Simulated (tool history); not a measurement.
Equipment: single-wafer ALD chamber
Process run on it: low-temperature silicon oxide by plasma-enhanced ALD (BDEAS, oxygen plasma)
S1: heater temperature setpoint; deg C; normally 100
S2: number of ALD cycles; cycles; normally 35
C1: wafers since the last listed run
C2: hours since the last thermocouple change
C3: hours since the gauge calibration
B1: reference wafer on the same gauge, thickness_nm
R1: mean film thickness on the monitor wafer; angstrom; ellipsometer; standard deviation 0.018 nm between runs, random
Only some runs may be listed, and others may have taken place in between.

run 1 hour=0 | S1=100 S2=35 | C1=0 C2=350.3 C3=406.4 | B1=4.402 | R1=53.92
run 2 hour=26.9 | S1=100 S2=35 | C1=200 C2=377.2 C3=433.3 | B1=4.4 | R1=53.61
run 3 hour=46.9 | S1=100 S2=35 | C1=148 C2=397.2 C3=453.3 | B1=4.398 | R1=53.99
run 4 hour=73.6 | S1=100 S2=30 | C1=198 C2=423.9 C3=480 | B1=4.395 | R1=46.4
run 5 hour=95.7 | S1=100 S2=30 | C1=164 C2=446 C3=502.1 | B1=4.398 | R1=46.33
run 6 hour=128.1 | S1=96 S2=32 | C1=241 C2=478.4 C3=534.5 | B1=4.404 | R1=50.03
-- hour=136.4 gauge calibrated
run 7 hour=162.2 | S1=88 S2=35 | C1=253 C2=512.5 C3=25.8 | B1=4.402 | R1=55.86
run 8 hour=186.1 | S1=88 S2=35 | C1=177 C2=536.4 C3=49.7 | B1=4.402 | R1=56.17
run 9 hour=208.3 | S1=100 S2=35 | C1=165 C2=558.6 C3=71.9 | B1=4.4 | R1=53.82
run 10 hour=226.5 | S1=100 S2=35 | C1=135 C2=576.8 C3=90.1 | B1=4.404 | R1=53.67
run 11 hour=258.1 | S1=100 S2=35 | C1=235 C2=608.4 C3=121.7 | B1=4.403 | R1=54.21
run 12 hour=283.2 | S1=100 S2=31 | C1=186 C2=633.5 C3=146.8 | B1=4.396 | R1=47.7
run 13 hour=295.6 | S1=100 S2=35 | C1=92 C2=645.9 C3=159.2 | B1=4.396 | R1=54.45
run 14 hour=307.9 | S1=100 S2=35 | C1=91 C2=658.2 C3=171.5 | B1=4.395 | R1=54.05
run 15 hour=326.2 | S1=100 S2=35 | C1=136 C2=676.5 C3=189.8 | B1=4.404 | R1=53.97
run 16 hour=347 | S1=100 S2=35 | C1=154 C2=697.3 C3=210.6 | B1=4.401 | R1=53.67
run 17 hour=375 | S1=100 S2=35 | C1=208 C2=725.3 C3=238.6 | B1=4.402 | R1=53.74
run 18 hour=403.1 | S1=100 S2=35 | C1=209 C2=753.4 C3=266.7 | B1=4.4 | R1=54.06
run 19 hour=423.8 | S1=100 S2=37 | C1=154 C2=774.1 C3=287.4 | B1=4.4 | R1=57.53
run 20 hour=456.7 | S1=100 S2=35 | C1=245 C2=807 C3=320.3 | B1=4.402 | R1=54.41
run 21 hour=481.7 | S1=100 S2=35 | C1=186 C2=832 C3=345.3 | B1=4.4 | R1=54.17
run 22 hour=513.8 | S1=100 S2=35 | C1=239 C2=864.1 C3=377.4 | B1=4.398 | R1=54.14
run 23 hour=564.4 | S1=113 S2=37 | C1=376 C2=914.7 C3=428 | B1=4.4 | R1=55.48
run 24 hour=583.5 | S1=100 S2=35 | C1=142 C2=933.8 C3=447.1 | B1=4.4 | R1=54.03
run 25 hour=597.7 | S1=87 S2=38 | C1=105 C2=948 C3=461.3 | B1=4.4 | R1=61.49
run 26 hour=620.5 | S1=108 S2=41 | C1=169 C2=970.8 C3=484.1 | B1=4.4 | R1=62.19
run 27 hour=655.4 | S1=104 S2=33 | C1=259 C2=1005.7 C3=519 | B1=4.4 | R1=50.2
-- hour=668 gauge calibrated
run 28 hour=687.8 | S1=88 S2=41 | C1=241 C2=1038.1 C3=19.8 | B1=4.401 | R1=65.92
run 29 hour=710.8 | S1=100 S2=28 | C1=171 C2=1061.1 C3=42.8 | B1=4.403 | R1=43.16
run 30 hour=741.4 | S1=96 S2=35 | C1=227 C2=1091.7 C3=73.4 | B1=4.396 | R1=54.62
run 31 hour=756.5 | S1=91 S2=41 | C1=112 C2=1106.8 C3=88.5 | B1=4.397 | R1=65.8
run 32 hour=790.5 | S1=113 S2=37 | C1=253 C2=1140.8 C3=122.5 | B1=4.404 | R1=55.59
-- hour=800.8 thermocouple changed; heater temperature recalibrated
run 33 hour=810 | S1=100 S2=29 | C1=85 C2=9.2 C3=142 | B1=4.401 | R1=44.17
run 34 hour=822.1 | S1=111 S2=35 | C1=90 C2=21.3 C3=154.1 | B1=4.4 | R1=52.33
run 35 hour=848.9 | S1=100 S2=35 | C1=199 C2=48.1 C3=180.9 | B1=4.397 | R1=53.47
run 36 hour=882.8 | S1=100 S2=35 | C1=252 C2=82 C3=214.8 | B1=4.398 | R1=53.28
run 37 hour=900.4 | S1=100 S2=38 | C1=131 C2=99.6 C3=232.4 | B1=4.399 | R1=57.95
run 38 hour=920 | S1=100 S2=35 | C1=145 C2=119.2 C3=252 | B1=4.405 | R1=53.13
run 39 hour=940 | S1=93 S2=35 | C1=148 C2=139.2 C3=272 | B1=4.395 | R1=54.78
run 40 hour=976 | S1=100 S2=35 | C1=268 C2=175.2 C3=308 | B1=4.404 | R1=53.82
run 41 hour=1005.7 | S1=85 S2=29 | C1=221 C2=204.9 C3=337.7 | B1=4.399 | R1=46.49
run 42 hour=1032.7 | S1=100 S2=42 | C1=201 C2=231.9 C3=364.7 | B1=4.4 | R1=64.18
run 43 hour=1045.3 | S1=100 S2=35 | C1=93 C2=244.5 C3=377.3 | B1=4.399 | R1=53.88
run 44 hour=1078.9 | S1=113 S2=33 | C1=250 C2=278.1 C3=410.9 | B1=4.399 | R1=49.15
run 45 hour=1094.7 | S1=106 S2=42 | C1=117 C2=293.9 C3=426.7 | B1=4.4 | R1=63.64

Selected run-to-run steps in R1, each split into two signed amounts: the part the tool would show with no hidden state at all (from settings, incoming material and random variation), and the remainder, which goes to the hidden state together with any gauge scatter not common to the measured and the hidden-state-free results:
Hidden state at play: wafer temperature above the value expected at the setpoint (K); gauge reads high (%).
Run 25 -> 26: S1 87 -> 108, S2 38 -> 41. R1 +0.7 angstrom: hidden state -0.51, all else +1.21.
Run 27 -> 28: S1 104 -> 88, S2 33 -> 41, gauge calibrated. R1 +15.72 angstrom: hidden state +0.59, all else +15.13.
Run 28 -> 29: S1 88 -> 100, S2 41 -> 28. R1 -22.76 angstrom: hidden state -0.38, all else -22.38.
Run 31 -> 32: S1 91 -> 113, S2 41 -> 37. R1 -10.21 angstrom: hidden state -0.66, all else -9.55.
Run 41 -> 42: S1 85 -> 100, S2 29 -> 42. R1 +17.69 angstrom: hidden state +0.26, all else +17.43.
